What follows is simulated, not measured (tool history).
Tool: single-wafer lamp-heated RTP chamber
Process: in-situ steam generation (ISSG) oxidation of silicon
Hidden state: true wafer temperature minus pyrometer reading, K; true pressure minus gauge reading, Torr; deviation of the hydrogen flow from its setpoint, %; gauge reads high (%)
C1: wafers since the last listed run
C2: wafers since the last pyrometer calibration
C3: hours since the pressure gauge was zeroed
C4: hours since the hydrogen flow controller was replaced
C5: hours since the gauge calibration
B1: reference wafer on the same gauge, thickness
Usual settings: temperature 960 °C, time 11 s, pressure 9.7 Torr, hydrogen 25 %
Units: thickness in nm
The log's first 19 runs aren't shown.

run 20 hour=1474.7 | temperature=978 time=13 pressure=9.7 hydrogen=16 | C1=475 C2=5658 C3=760.3 C4=1078.4 C5=601.5 | B1=4.433 | thickness=4.224
run 21 hour=1517.9 | temperature=944 time=13 pressure=8.5 hydrogen=16 | C1=284 C2=5942 C3=803.5 C4=1121.6 C5=644.7 | B1=4.443 | thickness=3.891
run 22 hour=1564.4 | temperature=946 time=11 pressure=9.7 hydrogen=17 | C1=306 C2=6248 C3=850.0 C4=1168.1 C5=691.2 | B1=4.440 | thickness=3.690
run 23 hour=1604.1 | temperature=952 time=15 pressure=9.7 hydrogen=32 | C1=261 C2=6510 C3=889.7 C4=1207.8 C5=730.9 | B1=4.440 | thickness=4.855
-- hour=1647.1 pyrometer window cleaned and pyrometer calibrated
run 24 hour=1680.5 | temperature=960 time=11 pressure=9.7 hydrogen=25 | C1=450 C2=220 C3=966.1 C4=1284.2 C5=807.3 | B1=4.443 | thickness=4.131
run 25 hour=1828.0 | temperature=941 time=7 pressure=9.7 hydrogen=25 | C1=971 C2=1191 C3=1113.6 C4=1431.7 C5=954.8 | B1=4.450 | thickness=3.365
run 26 hour=1920.1 | temperature=960 time=13 pressure=9.7 hydrogen=22 | C1=606 C2=1797 C3=1205.7 C4=1523.8 C5=1046.9 | B1=4.450 | thickness=4.277
run 27 hour=1963.5 | temperature=960 time=11 pressure=9.7 hydrogen=25 | C1=285 C2=2083 C3=1249.1 C4=1567.2 C5=1090.3 | B1=4.432 | thickness=4.156
run 28 hour=2012.9 | temperature=951 time=11 pressure=9.0 hydrogen=25 | C1=325 C2=2408 C3=1298.5 C4=1616.6 C5=1139.7 | B1=4.437 | thickness=4.119
run 29 hour=2072.8 | temperature=960 time=11 pressure=9.7 hydrogen=25 | C1=394 C2=2803 C3=1358.4 C4=1676.5 C5=1199.6 | B1=4.438 | thickness=4.152
run 30 hour=2121.0 | temperature=975 time=11 pressure=10.2 hydrogen=25 | C1=317 C2=3120 C3=1406.6 C4=1724.7 C5=1247.8 | B1=4.445 | thickness=4.259

Forecast each of these 5 alternatives for the next run:
run A hour=2121.4 | temperature=960 time=10 pressure=9.7 hydrogen=25 | C1=2 C2=3123 C3=1407.0 C4=1725.1 C5=1248.2 | B1=? | thickness=?
run B hour=2121.4 | temperature=969 time=8 pressure=10.2 hydrogen=25 | C1=2 C2=3123 C3=1407.0 C4=1725.1 C5=1248.2 | B1=? | thickness=?
run C hour=2121.4 | temperature=970 time=11 pressure=10.2 hydrogen=25 | C1=2 C2=3123 C3=1407.0 C4=1725.1 C5=1248.2 | B1=? | thickness=?
run D hour=2121.4 | temperature=960 time=11 pressure=9.7 hydrogen=32 | C1=2 C2=3123 C3=1407.0 C4=1725.1 C5=1248.2 | B1=? | thickness=?
run E hour=2121.4 | temperature=960 time=11 pressure=9.0 hydrogen=31 | C1=2 C2=3123 C3=1407.0 C4=1725.1 C5=1248.2 | B1=? | thickness=?

run=A B1=4.446 thickness=4.023
run=B B1=4.446 thickness=3.738
run=C B1=4.446 thickness=4.233
run=D B1=4.446 thickness=4.433
run=E B1=4.446 thickness=4.467
Without the tool's hidden state the same runs would have given:
run=A thickness=3.980
run=B thickness=3.699
run=C thickness=4.183
run=D thickness=4.383
run=E thickness=4.417

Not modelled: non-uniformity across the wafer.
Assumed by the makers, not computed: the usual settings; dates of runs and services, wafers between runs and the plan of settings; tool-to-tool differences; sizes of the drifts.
